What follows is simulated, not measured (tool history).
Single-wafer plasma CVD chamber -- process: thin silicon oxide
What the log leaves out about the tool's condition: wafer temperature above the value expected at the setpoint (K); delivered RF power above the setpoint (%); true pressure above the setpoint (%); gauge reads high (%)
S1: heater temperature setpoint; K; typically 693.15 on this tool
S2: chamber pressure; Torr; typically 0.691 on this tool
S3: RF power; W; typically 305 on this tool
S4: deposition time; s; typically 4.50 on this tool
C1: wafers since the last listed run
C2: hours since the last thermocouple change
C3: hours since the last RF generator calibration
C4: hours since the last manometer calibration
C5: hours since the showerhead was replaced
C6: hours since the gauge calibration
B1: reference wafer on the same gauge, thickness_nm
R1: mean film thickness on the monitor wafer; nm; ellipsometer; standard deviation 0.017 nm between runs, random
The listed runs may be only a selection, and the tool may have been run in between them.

Run 1, hour 0.0: usual settings but S1 705.15 K, S3 340 W; C1 0; C2 1332.2; C3 2039.2; C4 783.4; C5 6790.0; C6 58.5; B1 7.485. Result: R1 6.841 nm.
Run 2, hour 35.6: usual settings but S1 705.15 K, S3 340 W; C1 1087; C2 1367.8; C3 2074.8; C4 819.0; C5 6825.6; C6 94.1; B1 7.476. Result: R1 6.801 nm.
Run 3, hour 61.6: usual settings but S4 3.79 s; C1 793; C2 1393.8; C3 2100.8; C4 845.0; C5 6851.6; C6 120.1; B1 7.474. Result: R1 5.563 nm.
Run 4, hour 82.7: usual settings but S4 3.79 s; C1 644; C2 1414.9; C3 2121.9; C4 866.1; C5 6872.7; C6 141.2; B1 7.468. Result: R1 5.551 nm.
At hour 182.6: thermocouple changed; heater temperature recalibrated.
At hour 188.2: capacitance manometer re-zeroed and calibrated.
Run 5, hour 188.7: usual settings; C1 2820; C2 6.1; C3 2227.9; C4 0.5; C5 6978.7; C6 247.2; B1 7.439. Result: R1 6.536 nm.
At hour 193.2: gauge calibrated.
At hour 198.0: RF generator calibrated.
Run 6, hour 209.3: usual settings; C1 384; C2 26.7; C3 11.3; C4 21.1; C5 6999.3; C6 16.1; B1 7.494. Result: R1 6.622 nm.
Run 7, hour 243.9: usual settings but S3 335 W; C1 1056; C2 61.3; C3 45.9; C4 55.7; C5 7033.9; C6 50.7; B1 7.485. Result: R1 6.810 nm.
Run 8, hour 262.9: usual settings but S3 360 W, S4 4.96 s; C1 580; C2 80.3; C3 64.9; C4 74.7; C5 7052.9; C6 69.7; B1 7.475. Result: R1 7.746 nm.
Run 9, hour 283.4: usual settings; C1 625; C2 100.8; C3 85.4; C4 95.2; C5 7073.4; C6 90.2; B1 7.481. Result: R1 6.587 nm.
Run 10, hour 312.7: usual settings but S4 3.79 s; C1 894; C2 130.1; C3 114.7; C4 124.5; C5 7102.7; C6 119.5; B1 7.466. Result: R1 5.533 nm.
At hour 327.1: showerhead replaced.
Run 11, hour 343.4: usual settings but S1 689.15 K, S3 340 W, S4 4.23 s; C1 693; C2 160.8; C3 145.4; C4 155.2; C5 16.3; C6 150.2; B1 7.462. Result: R1 6.427 nm.
Run 12, hour 365.7: usual settings but S1 702.15 K, S4 3.83 s; C1 680; C2 183.1; C3 167.7; C4 177.5; C5 38.6; C6 172.5; B1 7.450. Result: R1 5.552 nm.
Run 13, hour 385.2: usual settings; C1 595; C2 202.6; C3 187.2; C4 197.0; C5 58.1; C6 192.0; B1 7.437. Result: R1 6.543 nm.
Run 14, hour 411.0: usual settings but S1 699.15 K; C1 787; C2 228.4; C3 213.0; C4 222.8; C5 83.9; C6 217.8; B1 7.431. Result: R1 6.509 nm.
At hour 422.5: gauge calibrated.
Run 15, hour 424.0: usual settings but S1 686.15 K; C1 396; C2 241.4; C3 226.0; C4 235.8; C5 96.9; C6 1.5; B1 7.511. Result: R1 6.653 nm.

Here are 3 independent what-if runs from the current tool condition. What would each one return?
Run A, hour 424.4: usual settings but S2 0.644 Torr; C1 12; C2 241.8; C3 226.4; C4 236.2; C5 97.3; C6 1.9; B1 ?. Result: R1 ?.
Run B, hour 424.4: usual settings but S1 704.15 K; C1 12; C2 241.8; C3 226.4; C4 236.2; C5 97.3; C6 1.9; B1 ?. Result: R1 ?.
Run C, hour 424.4: usual settings but S2 0.815 Torr, S3 340 W; C1 12; C2 241.8; C3 226.4; C4 236.2; C5 97.3; C6 1.9; B1 ?. Result: R1 ?.

run     B1     R1
  A  7.506  6.177
  B  7.506  6.591
  C  7.506  8.093
Without the tool's hidden state the same runs would have given:
run     R1
  A  6.176
  B  6.591
  C  8.093

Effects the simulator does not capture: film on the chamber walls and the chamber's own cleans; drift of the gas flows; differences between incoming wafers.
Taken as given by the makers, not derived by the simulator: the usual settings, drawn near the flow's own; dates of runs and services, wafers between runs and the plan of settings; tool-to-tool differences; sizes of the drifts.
